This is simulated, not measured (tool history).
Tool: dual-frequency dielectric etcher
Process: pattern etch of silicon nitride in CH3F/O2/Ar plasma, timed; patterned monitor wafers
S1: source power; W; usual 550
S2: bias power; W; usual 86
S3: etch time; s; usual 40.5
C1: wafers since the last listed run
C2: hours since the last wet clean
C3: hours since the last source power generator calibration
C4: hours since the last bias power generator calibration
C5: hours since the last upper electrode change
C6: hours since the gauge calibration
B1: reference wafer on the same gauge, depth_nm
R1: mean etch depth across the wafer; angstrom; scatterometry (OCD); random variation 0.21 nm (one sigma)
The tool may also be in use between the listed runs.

| run | hour | S1 | S2 | S3 | C1 | C2 | C3 | C4 | C5 | C6 | B1 | R1 |
|---|---|---|---|---|---|---|---|---|---|---|---|---|
| 1 | 0 | 580 | 86 | 40.5 | 0 | 4.7 | 1464.8 | 92.6 | 1847.7 | 126.7 | 39.79 | 355.3 |
| 2 | 45.2 | 550 | 86 | 40.5 | 828 | 49.9 | 1510 | 137.8 | 1892.9 | 171.9 | 39.75 | 345 |
| 3 | 81.4 | 550 | 86 | 40.5 | 663 | 86.1 | 1546.2 | 174 | 1929.1 | 208.1 | 39.89 | 347 |
| 4 | 118.8 | 550 | 86 | 45 | 685 | 123.5 | 1583.6 | 211.4 | 1966.5 | 245.5 | 39.82 | 379.9 |
| 5 | 158.9 | 550 | 77 | 40.5 | 734 | 163.6 | 1623.7 | 251.5 | 2006.6 | 285.6 | 39.82 | 324.5 |
| 6 | 218.9 | 550 | 86 | 40.5 | 1099 | 223.6 | 1683.7 | 311.5 | 2066.6 | 345.6 | 39.75 | 341.6 |
| 7 | 425.2 | 550 | 86 | 40.5 | 3779 | 429.9 | 1890 | 517.8 | 2272.9 | 551.9 | 39.81 | 332.1 |
|  | 524.5 | upper electrode replaced |
|  | 547.8 | wet clean of the chamber |
| 8 | 560.1 | 550 | 92 | 44.5 | 1604 | 12.3 | 2024.9 | 652.7 | 35.6 | 686.8 | 39.82 | 393.7 |
|  | 597.8 | source power generator calibrated |
| 9 | 618.6 | 550 | 100 | 40.5 | 998 | 70.8 | 20.8 | 711.2 | 94.1 | 745.3 | 39.77 | 376.9 |
| 10 | 687.1 | 550 | 86 | 40.5 | 1254 | 139.3 | 89.3 | 779.7 | 162.6 | 813.8 | 39.8 | 343.8 |
| 11 | 736.4 | 490 | 100 | 34 | 903 | 188.6 | 138.6 | 829 | 211.9 | 863.1 | 39.81 | 291.7 |
| 12 | 807 | 430 | 103 | 28.5 | 1293 | 259.2 | 209.2 | 899.6 | 282.5 | 933.7 | 39.79 | 230.8 |
| 13 | 835.3 | 550 | 86 | 40.5 | 518 | 287.5 | 237.5 | 927.9 | 310.8 | 962 | 39.78 | 333.7 |
| 14 | 905.9 | 680 | 94 | 40.5 | 1293 | 358.1 | 308.1 | 998.5 | 381.4 | 1032.6 | 39.85 | 387.2 |
|  | 989.9 | wet clean of the chamber |
| 15 | 990.4 | 550 | 74 | 36 | 1108 | 0.5 | 392.6 | 1083 | 465.9 | 1117.1 | 39.76 | 288.7 |
| 16 | 999.6 | 640 | 96 | 46.5 | 168 | 9.7 | 401.8 | 1092.2 | 475.1 | 1126.3 | 39.72 | 445.4 |
| 17 | 1038.2 | 550 | 67 | 32 | 707 | 48.3 | 440.4 | 1130.8 | 513.7 | 1164.9 | 39.85 | 240.8 |
| 18 | 1097.3 | 660 | 77 | 36.5 | 1082 | 107.4 | 499.5 | 1189.9 | 572.8 | 1224 | 39.82 | 321.3 |
| 19 | 1144.8 | 510 | 97 | 36 | 870 | 154.9 | 547 | 1237.4 | 620.3 | 1271.5 | 39.76 | 307.3 |
| 20 | 1175.8 | 550 | 86 | 40.5 | 567 | 185.9 | 578 | 1268.4 | 651.3 | 1302.5 | 39.83 | 340.2 |
| 21 | 1235.7 | 430 | 86 | 40.5 | 1097 | 245.8 | 637.9 | 1328.3 | 711.2 | 1362.4 | 39.76 | 301.4 |
| 22 | 1270 | 550 | 86 | 40.5 | 628 | 280.1 | 672.2 | 1362.6 | 745.5 | 1396.7 | 39.86 | 341.2 |
| 23 | 1309.5 | 550 | 86 | 46.5 | 723 | 319.6 | 711.7 | 1402.1 | 785 | 1436.2 | 39.8 | 386 |
| 24 | 1374.7 | 550 | 86 | 40.5 | 1194 | 384.8 | 776.9 | 1467.3 | 850.2 | 1501.4 | 39.84 | 334.4 |
| 25 | 1399.8 | 510 | 86 | 30.5 | 459 | 409.9 | 802 | 1492.4 | 875.3 | 1526.5 | 39.83 | 238.7 |
| 26 | 1465.7 | 680 | 65 | 33 | 1207 | 475.8 | 867.9 | 1558.3 | 941.2 | 1592.4 | 39.83 | 263.9 |
|  | 1515 | wet clean of the chamber |
| 27 | 1523.5 | 550 | 86 | 40.5 | 619 | 8.5 | 925.7 | 1616.1 | 999 | 1650.2 | 39.81 | 350 |
| 28 | 1564.4 | 420 | 104 | 36.5 | 749 | 49.4 | 966.6 | 1657 | 1039.9 | 1691.1 | 39.8 | 298.3 |
| 29 | 1627.9 | 550 | 86 | 40.5 | 1163 | 112.9 | 1030.1 | 1720.5 | 1103.4 | 1754.6 | 39.84 | 346.9 |

Forecast each of these 5 alternatives for the next run:
| A | 1628.3 | 650 | 86 | 40.5 | 7 | 113.3 | 1030.5 | 1720.9 | 1103.8 | 1755 | ? | ? |
| B | 1628.3 | 550 | 78 | 40.5 | 7 | 113.3 | 1030.5 | 1720.9 | 1103.8 | 1755 | ? | ? |
| C | 1628.3 | 500 | 80 | 40.5 | 7 | 113.3 | 1030.5 | 1720.9 | 1103.8 | 1755 | ? | ? |
| D | 1628.3 | 650 | 93 | 37 | 7 | 113.3 | 1030.5 | 1720.9 | 1103.8 | 1755 | ? | ? |
| E | 1628.3 | 610 | 86 | 40.5 | 7 | 113.3 | 1030.5 | 1720.9 | 1103.8 | 1755 | ? | ? |

| run | B1 | R1 |
|---|---|---|
| A | 39.83 | 375.6 |
| B | 39.83 | 331.8 |
| C | 39.83 | 320.4 |
| D | 39.83 | 355.5 |
| E | 39.83 | 364.6 |
Without the tool's hidden state the same runs would have given:
| run | R1 |
|---|---|
| A | 378.3 |
| B | 334.2 |
| C | 322.7 |
| D | 358.1 |
| E | 367.3 |
